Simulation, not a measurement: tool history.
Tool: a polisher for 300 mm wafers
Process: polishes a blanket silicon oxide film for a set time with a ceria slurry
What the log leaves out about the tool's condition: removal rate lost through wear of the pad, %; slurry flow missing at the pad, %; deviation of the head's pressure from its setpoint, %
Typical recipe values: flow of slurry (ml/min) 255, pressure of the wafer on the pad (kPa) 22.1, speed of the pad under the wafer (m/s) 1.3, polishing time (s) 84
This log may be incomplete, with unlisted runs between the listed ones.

run    hour  flow of slurry (ml/min)  pressure of the wafer on the pad (kPa)  speed of the pad under the wafer (m/s)  polishing time (s)  wafers since the last listed run  wafers polished on this pad  hours since the slurry nozzle was cleaned  hours since the head pressure was calibrated  incoming thickness of the incoming film, nm  film removed (Å)
  1       0                      255                                    22.1                                     1.3                  84                                 0                         2159                                      166.7                                         296.8                                         1709              4588
  2    80.1                      255                                    22.1                                     1.3                  84                               648                         2808                                      246.8                                         376.9                                       1668.5              4502
  3   140.3                      185                                    22.1                                     1.3                  84                               487                         3296                                        307                                         437.1                                         1668              4333
      162.4  -- head pressure recalibrated
        193  -- worn pad replaced by a new one
  4   199.4                      255                                    22.1                                     1.3                  84                               430                           52                                      366.1                                            37                                       1684.2              4508
  5   242.8                      255                                    22.1                                     1.3                  84                               351                          403                                      409.5                                          80.4                                         1694              4466
  6   324.6                      255                                    22.1                                     1.3                  84                               662                         1066                                      491.3                                         162.2                                       1709.4              4617
        356  -- slurry nozzle cleaned
  7   397.2                      255                                    22.1                                     1.3                  84                               580                         1646                                       41.2                                         234.8                                       1689.4              4546
  8   435.3                      255                                    22.1                                     1.3                  84                               308                         1955                                       79.3                                         272.9                                       1713.2              4548
  9     514                      255                                    22.1                                     1.3                  64                               637                         2592                                        158                                         351.6                                       1681.2              3524
 10   571.5                      255                                    22.1                                     1.3                  64                               465                         3058                                      215.5                                         409.1                                       1703.2              3500
      610.3  -- head pressure recalibrated
 11   619.6                      255                                    22.1                                     1.3                  64                               373                         3431                                      263.6                                           9.3                                         1693              3469
      659.8  -- worn pad replaced by a new one
 12   697.5                      255                                    24.1                                     1.6                  84                               598                          305                                      341.5                                          87.2                                       1698.5              6217
 13   750.5                      255                                    24.1                                     1.6                  84                               429                          734                                      394.5                                         140.2                                       1705.7              6168
 14   828.4                      255                                    22.1                                     1.3                  84                               631                         1365                                      472.4                                         218.1                                       1696.7              4563
      840.1  -- slurry nozzle cleaned
 15   923.6                      255                                    22.1                                     1.3                  84                               763                         2128                                       83.5                                         313.3                                       1689.9              4515
 16   990.2                      255                                    22.1                                     1.3                  84                               539                         2668                                      150.1                                         379.9                                       1696.3              4442
 17  1033.1                      185                                      20                                     1.3                  84                               347                         3015                                        193                                         422.8                                       1698.4              3923
 18  1135.5                      255                                    22.1                                     1.3                  84                               829                         3845                                      295.4                                         525.2                                       1720.1              4499
     1165.6  -- head pressure recalibrated
     1223.8  -- worn pad replaced by a new one
 19  1236.9                      255                                    22.1                                     1.3                  84                               772                          106                                      396.8                                          71.3                                       1682.2              4561
     1307.2  -- slurry nozzle cleaned
 20  1331.8                      255                                    17.9                                     1.3                  84                               760                          867                                       24.6                                         166.2                                       1687.4              3694
 21  1404.8                      255                                    22.1                                     1.3                  92                               591                         1458                                       97.6                                         239.2                                       1701.1              4893
 22    1455                      255                                    22.1                                    1.52                  69                               406                         1865                                      147.8                                         289.4                                       1696.5              4334
 23  1496.5                      290                                    28.3                                    0.86                  84                               336                         2201                                      189.3                                         330.9                                       1693.8              3839
 24  1582.6                      215                                    22.1                                    1.06                  84                               697                         2898                                      275.4                                           417                                       1671.6              3613
 25  1634.4                      220                                    22.1                                     1.3                  84                               419                         3318                                      327.2                                         468.8                                       1660.6              4413
       1695  -- head pressure recalibrated
     1740.5  -- worn pad replaced by a new one
     1818.7  -- slurry nozzle cleaned
 26  1894.8                      255                                    22.1                                     1.3                  84                              2052                         1242                                       76.1                                         199.8                                       1699.4              4446
 27  1978.9                      255                                    29.6                                     1.3                  98                               681                         1923                                      160.2                                         283.9                                       1689.6              7009
 28  2069.1                      215                                    22.1                                     1.3                  84                               730                         2654                                      250.4                                         374.1                                       1702.3              4503
 29  2168.3                      295                                      29                                    0.98                  84                               803                         3457                                      349.6                                         473.3                                       1712.8              4569
     2201.2  -- head pressure recalibrated
 30  2204.7                      175                                    22.1                                     1.3                  84                               278                         3736                                        386                                           3.5                                       1681.7              4377
 31  2256.9                      255                                    19.3                                     1.3                  84                               422                         4159                                      438.2                                          55.7                                       1706.6              3998
     2292.6  -- worn pad replaced by a new one
 32  2333.2                      335                                    27.6                                    1.54                  76                               585                          328                                      514.5                                           132                                         1716              6304
     2349.8  -- slurry nozzle cleaned
 33  2412.4                      225                                    29.6                                    0.98                  84                               633                          962                                       62.6                                         211.2                                       1690.8              4528
 34  2475.1                      255                                    22.1                                     1.3                  60                               507                         1470                                      125.3                                         273.9                                       1685.7              3238
 35  2511.7                      255                                    22.1                                     1.3                  84                               296                         1766                                      161.9                                         310.5                                       1721.5              4569

Below are 3 alternative next runs, each starting from the tool's condition after run 35. Predict each:
  A  2512.1                      330                                    22.1                                     1.3                  84                                 3                         1769                                      162.3                                         310.9                                         1691                 ?
  B  2512.1                      330                                    25.5                                    1.64                 108                                 3                         1769                                      162.3                                         310.9                                         1691                 ?
  C  2512.1                      255                                    24.8                                     1.3                 103                                 3                         1769                                      162.3                                         310.9                                         1691                 ?

run  film removed (Å)
  A              4682
  B              8780
  C              6306
Without the tool's hidden state the same runs would have given:
run  film removed (Å)
  A              4682
  B              8780
  C              6306

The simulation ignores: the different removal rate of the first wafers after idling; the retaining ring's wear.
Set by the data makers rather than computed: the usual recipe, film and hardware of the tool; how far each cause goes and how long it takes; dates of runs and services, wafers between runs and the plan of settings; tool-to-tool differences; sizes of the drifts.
